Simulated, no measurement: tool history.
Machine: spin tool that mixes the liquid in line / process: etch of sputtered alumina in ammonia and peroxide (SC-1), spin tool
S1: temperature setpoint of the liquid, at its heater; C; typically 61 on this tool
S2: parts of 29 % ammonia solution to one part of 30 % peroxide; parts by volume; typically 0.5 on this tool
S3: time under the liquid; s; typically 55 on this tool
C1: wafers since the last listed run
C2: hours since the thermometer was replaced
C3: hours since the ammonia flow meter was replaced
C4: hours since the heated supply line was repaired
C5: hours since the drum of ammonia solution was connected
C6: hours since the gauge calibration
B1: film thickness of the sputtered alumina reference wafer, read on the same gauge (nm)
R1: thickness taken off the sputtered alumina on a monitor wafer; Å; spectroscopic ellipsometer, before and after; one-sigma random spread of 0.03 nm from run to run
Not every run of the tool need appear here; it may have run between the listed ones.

run,hour,S1,S2,S3,C1,C2,C3,C4,C5,C6,B1,R1
1,0,67.5,0.5,55,0,1285.5,628.7,1370,126,530,140,66
2,51.8,67.5,0.5,55,511,1337.3,680.5,1421.8,177.8,581.8,140.015,66.18
3,76.5,61,0.5,35,243,1362,705.2,1446.5,202.5,606.5,139.996,30.54
4,101.8,61,0.5,35,249,1387.3,730.5,1471.8,227.8,631.8,140.007,30.28
5,134.2,61,0.7,35,319,1419.7,762.9,1504.2,260.2,664.2,140.008,31.16
6,185.2,61,0.7,35,503,1470.7,813.9,1555.2,311.2,715.2,139.996,31.1
7,255.3,53,0.5,65,691,1540.8,884,1625.3,381.3,785.3,140,36.68
8,337.3,53,0.5,65,809,1622.8,966,1707.3,463.3,867.3,140.011,36.42
9,381.5,61,0.5,70,436,1667,1010.2,1751.5,507.5,911.5,140.001,60.25
10,485.1,61,0.5,70,1022,1770.6,1113.8,1855.1,611.1,1015.1,139.973,60.21
11,509.7,58,0.5,55,242,1795.2,1138.4,1879.7,635.7,1039.7,139.998,40.35
12,551.4,61,0.5,55,411,1836.9,1180.1,1921.4,677.4,1081.4,139.997,46.71
# hour 591.2: new drum of ammonia solution connected
13,609.6,52,0.55,25,564,1895.1,1238.3,1979.6,18.4,1139.6,140.013,13.37
# hour 646.8: heated supply line repaired
# hour 679.1: ammonia flow meter replaced
14,683.7,57.5,0.35,80,711,1969.2,4.6,36.9,92.5,1213.7,140.013,58.93
# hour 685.6: thermometer replaced
15,734.3,68,0.4,35,489,48.7,55.2,87.5,143.1,1264.3,139.985,44.35
# hour 765.8: gauge calibrated
16,782.4,68,0.5,45,474,96.8,103.3,135.6,191.2,16.6,140.016,58.08

Predict the results of run 17:
17,830.2,61,0.5,75,471,144.6,151.1,183.4,239,64.4,?,?

{"run 17": {"B1": 139.99, "R1": 68.08}}
Without the tool's hidden state the same run would have given R1 68.57 Å.

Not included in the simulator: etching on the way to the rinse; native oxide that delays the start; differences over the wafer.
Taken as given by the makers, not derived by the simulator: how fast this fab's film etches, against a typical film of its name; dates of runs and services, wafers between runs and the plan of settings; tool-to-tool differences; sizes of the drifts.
